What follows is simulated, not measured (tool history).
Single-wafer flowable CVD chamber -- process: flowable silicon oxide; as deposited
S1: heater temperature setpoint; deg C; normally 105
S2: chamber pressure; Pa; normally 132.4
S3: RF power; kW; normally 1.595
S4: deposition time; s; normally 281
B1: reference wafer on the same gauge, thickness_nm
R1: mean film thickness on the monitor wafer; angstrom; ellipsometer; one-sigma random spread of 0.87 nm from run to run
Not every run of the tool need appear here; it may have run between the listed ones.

run,hour,S1,S2,S3,S4,B1,R1
1,0.0,105,132.4,1.595,281,172.927,1630.56
2,68.0,105,132.4,1.595,281,172.839,1623.08
3,124.5,105,132.4,1.595,281,172.987,1632.80
4,150.7,105,132.4,1.595,281,172.797,1613.45
5,207.5,105,112.4,1.595,281,172.969,1361.15
6,269.9,105,132.4,1.595,281,173.084,1600.04
7,339.4,105,116.4,1.595,281,173.141,1400.49
8,381.6,115,132.4,1.595,281,173.239,1136.16
9,445.3,109,132.4,1.595,281,173.074,1384.72
# hour 467.4: capacitance manometer re-zeroed and calibrated
10,493.5,105,121.1,1.595,281,172.864,1603.87
11,556.7,96,132.4,1.595,325,172.991,2789.96
12,609.0,105,155.2,1.280,333,172.935,2233.75
13,678.0,105,132.4,1.595,281,172.768,1745.63
# hour 707.9: RF generator calibrated
14,736.3,105,139.6,1.595,281,173.158,1825.00
15,799.7,91,132.4,1.325,281,172.793,2722.40
16,835.0,115,119.6,1.595,281,172.844,1129.46
17,870.5,105,121.1,1.595,281,173.182,1608.67
# hour 925.8: showerhead replaced
18,942.2,105,132.4,1.825,326,173.050,2107.55
19,1008.9,94,106.4,1.405,320,173.122,2282.47
20,1064.1,105,132.4,1.315,281,173.094,1631.72
21,1114.3,105,132.4,1.595,281,172.739,1739.29
22,1157.3,105,132.4,1.595,281,172.998,1744.06
23,1225.2,105,132.4,1.595,281,173.040,1765.95
24,1266.6,105,132.4,1.355,281,172.926,1655.26
25,1301.3,105,132.4,1.595,330,173.071,2038.27
26,1354.2,115,132.4,1.595,299,173.120,1327.47
27,1423.7,91,132.4,1.860,295,173.009,3115.52
28,1463.0,105,132.4,1.595,307,172.973,1910.22
29,1496.1,105,132.4,1.290,336,172.743,1951.59

Predict each of these 3 candidate next runs independently; none follows another, all start after run 29:
A,1496.6,118,132.4,1.595,281,?,?
B,1496.6,105,132.4,1.910,281,?,?
C,1496.6,95,132.4,1.595,281,?,?

run,B1,R1
A,172.885,1124.40
B,172.885,1824.90
C,172.885,2494.02
What these runs would have given with no unlogged condition in the tool:
run,R1
A,1129.83
B,1833.73
C,2506.08
